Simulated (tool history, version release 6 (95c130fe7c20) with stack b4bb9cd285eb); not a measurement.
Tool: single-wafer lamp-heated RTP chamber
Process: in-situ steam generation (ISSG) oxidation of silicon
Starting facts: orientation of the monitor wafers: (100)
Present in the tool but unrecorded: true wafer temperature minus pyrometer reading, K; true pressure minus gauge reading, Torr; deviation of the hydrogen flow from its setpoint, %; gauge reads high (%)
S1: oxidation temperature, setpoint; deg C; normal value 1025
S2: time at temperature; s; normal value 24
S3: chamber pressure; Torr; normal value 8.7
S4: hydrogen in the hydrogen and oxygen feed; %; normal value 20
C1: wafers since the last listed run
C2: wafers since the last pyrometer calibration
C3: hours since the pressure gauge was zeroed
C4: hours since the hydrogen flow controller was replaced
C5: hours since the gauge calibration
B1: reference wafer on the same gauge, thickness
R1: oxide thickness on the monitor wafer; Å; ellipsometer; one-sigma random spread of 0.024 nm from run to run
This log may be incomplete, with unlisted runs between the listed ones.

| run | hour | S1 | S2 | S3 | S4 | C1 | C2 | C3 | C4 | C5 | B1 | R1 |
|---|---|---|---|---|---|---|---|---|---|---|---|---|
| 1 | 0.0 | 1025 | 24 | 7.8 | 20 | 0 | 774 | 1465.8 | 4916.0 | 571.0 | 6.925 | 60.88 |
| 2 | 68.0 | 1025 | 24 | 7.8 | 20 | 601 | 1375 | 1533.8 | 4984.0 | 639.0 | 6.938 | 60.73 |
|  | 99.9 | pressure gauge zeroed |
| 3 | 108.3 | 1025 | 24 | 8.7 | 20 | 285 | 1661 | 8.4 | 5024.3 | 679.3 | 6.922 | 60.35 |
| 4 | 204.5 | 1025 | 24 | 8.7 | 20 | 850 | 2511 | 104.6 | 5120.5 | 775.5 | 6.939 | 61.42 |
| 5 | 262.2 | 1025 | 24 | 8.7 | 20 | 510 | 3022 | 162.3 | 5178.2 | 833.2 | 6.930 | 61.36 |
| 6 | 299.3 | 1025 | 24 | 8.7 | 20 | 328 | 3350 | 199.4 | 5215.3 | 870.3 | 6.924 | 61.44 |
| 7 | 362.9 | 1025 | 24 | 8.7 | 20 | 562 | 3912 | 263.0 | 5278.9 | 933.9 | 6.926 | 61.33 |
|  | 390.4 | pyrometer window cleaned and pyrometer calibrated |
| 8 | 446.3 | 1025 | 21 | 8.7 | 28 | 666 | 494 | 346.4 | 5362.3 | 1017.3 | 6.929 | 61.62 |
| 9 | 490.7 | 1025 | 21 | 8.7 | 28 | 392 | 886 | 390.8 | 5406.7 | 1061.7 | 6.939 | 61.73 |
| 10 | 590.9 | 1025 | 24 | 8.7 | 20 | 886 | 1772 | 491.0 | 5506.9 | 1161.9 | 6.930 | 61.09 |
| 11 | 652.5 | 1025 | 24 | 8.7 | 26 | 544 | 2317 | 552.6 | 5568.5 | 1223.5 | 6.938 | 65.32 |
| 12 | 724.1 | 1025 | 24 | 8.7 | 26 | 633 | 2950 | 624.2 | 5640.1 | 1295.1 | 6.925 | 65.14 |
| 13 | 804.3 | 1025 | 24 | 8.7 | 26 | 709 | 3659 | 704.4 | 5720.3 | 1375.3 | 6.920 | 65.01 |
| 14 | 877.2 | 1030 | 24 | 8.7 | 20 | 644 | 4304 | 777.3 | 5793.2 | 1448.2 | 6.932 | 63.31 |
| 15 | 976.6 | 1030 | 24 | 8.7 | 20 | 878 | 5183 | 876.7 | 5892.6 | 1547.6 | 6.931 | 63.48 |
|  | 990.6 | pyrometer window cleaned and pyrometer calibrated |
| 16 | 1056.4 | 1036 | 19 | 8.3 | 28 | 634 | 581 | 956.5 | 5972.4 | 1627.4 | 6.932 | 61.97 |
| 17 | 1147.0 | 1025 | 24 | 7.5 | 25 | 801 | 1382 | 1047.1 | 6063.0 | 1718.0 | 6.942 | 64.44 |
| 18 | 1245.5 | 1025 | 24 | 8.7 | 26 | 871 | 2254 | 1145.6 | 6161.5 | 1816.5 | 6.922 | 64.72 |
| 19 | 1289.2 | 1025 | 24 | 8.7 | 20 | 386 | 2640 | 1189.3 | 6205.2 | 1860.2 | 6.934 | 61.02 |
| 20 | 1345.7 | 1025 | 29 | 8.7 | 20 | 499 | 3140 | 1245.8 | 6261.7 | 1916.7 | 6.928 | 67.40 |
| 21 | 1398.0 | 1036 | 18 | 10.0 | 29 | 462 | 3602 | 1298.1 | 6314.0 | 1969.0 | 6.929 | 60.11 |
|  | 1472.1 | pyrometer window cleaned and pyrometer calibrated |
| 22 | 1499.5 | 1035 | 15 | 9.4 | 27 | 826 | 242 | 1399.6 | 6415.5 | 2070.5 | 6.931 | 54.06 |
| 23 | 1597.2 | 1025 | 24 | 9.1 | 20 | 863 | 1106 | 1497.3 | 6513.2 | 2168.2 | 6.930 | 60.86 |
| 24 | 1640.2 | 1032 | 27 | 8.7 | 12 | 380 | 1486 | 1540.3 | 6556.2 | 2211.2 | 6.933 | 60.60 |
|  | 1665.0 | pressure gauge zeroed |
|  | 1707.2 | gauge calibrated |
| 25 | 1713.5 | 1025 | 15 | 8.7 | 20 | 577 | 2063 | 48.5 | 6629.5 | 6.3 | 6.930 | 48.78 |
|  | 1830.4 | hydrogen flow controller replaced |
|  | 1971.5 | pyrometer window cleaned and pyrometer calibrated |
| 26 | 2012.6 | 1018 | 32 | 8.7 | 13 | 2503 | 363 | 347.6 | 182.2 | 305.4 | 6.934 | 62.19 |
| 27 | 2102.8 | 1015 | 29 | 8.7 | 20 | 797 | 1161 | 437.8 | 272.4 | 395.6 | 6.930 | 63.61 |
| 28 | 2147.6 | 1025 | 24 | 8.7 | 20 | 396 | 1557 | 482.6 | 317.2 | 440.4 | 6.924 | 60.87 |
| 29 | 2246.1 | 1025 | 24 | 8.7 | 20 | 871 | 2428 | 581.1 | 415.7 | 538.9 | 6.932 | 61.00 |
| 30 | 2315.5 | 1020 | 24 | 8.7 | 11 | 613 | 3042 | 650.5 | 485.1 | 608.3 | 6.938 | 52.82 |

What if the next run were any one of these 5? Each begins from the tool's condition after run 30:
| A | 2316.0 | 1025 | 24 | 9.7 | 20 | 4 | 3046 | 651.0 | 485.6 | 608.8 | ? | ? |
| B | 2316.0 | 1025 | 24 | 8.2 | 27 | 4 | 3046 | 651.0 | 485.6 | 608.8 | ? | ? |
| C | 2316.0 | 1044 | 21 | 9.8 | 25 | 4 | 3046 | 651.0 | 485.6 | 608.8 | ? | ? |
| D | 2316.0 | 1025 | 33 | 8.7 | 17 | 4 | 3046 | 651.0 | 485.6 | 608.8 | ? | ? |
| E | 2316.0 | 1025 | 33 | 9.9 | 20 | 4 | 3046 | 651.0 | 485.6 | 608.8 | ? | ? |

| run | B1 | R1 |
|---|---|---|
| A | 6.929 | 60.60 |
| B | 6.929 | 66.07 |
| C | 6.929 | 65.43 |
| D | 6.929 | 70.05 |
| E | 6.929 | 71.37 |
Had the tool no hidden state, the same runs would have come out as:
| run | R1 |
|---|---|
| A | 59.80 |
| B | 65.19 |
| C | 64.49 |
| D | 69.06 |
| E | 70.36 |

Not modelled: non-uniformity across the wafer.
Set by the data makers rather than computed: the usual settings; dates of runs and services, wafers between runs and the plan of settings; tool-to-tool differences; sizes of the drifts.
